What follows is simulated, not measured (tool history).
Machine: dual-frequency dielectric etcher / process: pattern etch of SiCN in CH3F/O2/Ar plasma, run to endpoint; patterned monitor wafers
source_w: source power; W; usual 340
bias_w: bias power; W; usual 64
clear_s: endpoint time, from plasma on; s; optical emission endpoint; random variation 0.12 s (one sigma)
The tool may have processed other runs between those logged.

run   hour  source_w  bias_w  wafers since the last listed run  hours since the last wet clean  hours since the last source power generator calibration  hours since the last bias power generator calibration  hours since the last upper electrode change  incoming incoming film thickness, nm  clear_s
  1    0.0       300      64                                 0                           436.3                                                   4551.2                                                 4524.1                                       3477.6                                 12.83     39.5
  2   12.0       300      64                               131                           448.3                                                   4563.2                                                 4536.1                                       3489.6                                 12.85     39.7
  3   25.6       300      64                               149                           461.9                                                   4576.8                                                 4549.7                                       3503.2                                 12.75     39.1
  4   39.9       340      76                               156                           476.2                                                   4591.1                                                 4564.0                                       3517.5                                 12.69     36.1
  5   49.4       340      59                               104                           485.7                                                   4600.6                                                 4573.5                                       3527.0                                 12.95     38.8
  6   58.7       340      59                               101                           495.0                                                   4609.9                                                 4582.8                                       3536.3                                 12.81     38.2
  7   66.5       340      59                                85                           502.8                                                   4617.7                                                 4590.6                                       3544.1                                 12.82     38.1
     115.4  -- bias power generator calibrated
     123.7  -- upper electrode replaced
     127.6  -- source power generator calibrated
  8  128.1       340      64                               498                           564.4                                                      0.5                                                   12.7                                          4.4                                 12.64     37.0
  9  128.4       340      64                                 3                           564.7                                                      0.8                                                   13.0                                          4.7                                 12.85     37.5
 10  130.3       340      64                                20                           566.6                                                      2.7                                                   14.9                                          6.6                                 12.77     37.1
 11  139.5       360      64                               100                           575.8                                                     11.9                                                   24.1                                         15.8                                 12.86     37.0
 12  155.0       400      77                               169                           591.3                                                     27.4                                                   39.6                                         31.3                                 12.76     34.2
     185.8  -- wet clean of the chamber
 13  186.3       270      78                                79                             0.5                                                     58.7                                                   70.9                                         62.6                                 12.81     41.2
 14  186.6       400      77                                 3                             0.8                                                     59.0                                                   71.2                                         62.9                                 12.97     37.1
 15  186.9       370      57                                 3                             1.1                                                     59.3                                                   71.5                                         63.2                                 12.79     39.3
 16  198.4       340      64                               126                            12.6                                                     70.8                                                   83.0                                         74.7                                 12.92     40.1
 17  215.5       340      59                               187                            29.7                                                     87.9                                                  100.1                                         91.8                                 12.75     40.1
 18  231.0       380      52                               169                            45.2                                                    103.4                                                  115.6                                        107.3                                 12.93     40.2
 19  242.3       340      56                               123                            56.5                                                    114.7                                                  126.9                                        118.6                                 12.77     40.6
 20  266.0       370      64                               259                            80.2                                                    138.4                                                  150.6                                        142.3                                 12.78     38.4
 21  293.8       300      74                               304                           108.0                                                    166.2                                                  178.4                                        170.1                                 12.84     40.1
 22  301.9       340      64                                88                           116.1                                                    174.3                                                  186.5                                        178.2                                 12.83     39.5

3 ways to go on from here, each from the tool as it stands after run 22. What would each give?
  A  302.3       340      64                                 4                           116.5                                                    174.7                                                  186.9                                        178.6                                 12.73        ?
  B  302.3       310      74                                 4                           116.5                                                    174.7                                                  186.9                                        178.6                                 12.73        ?
  C  302.3       300      58                                 4                           116.5                                                    174.7                                                  186.9                                        178.6                                 12.73        ?

run  clear_s
  A     39.3
  B     39.4
  C     41.7
Take away the tool's hidden state, keep each run's random variation, and the runs would have read:
run  clear_s
  A     39.8
  B     39.8
  C     42.1
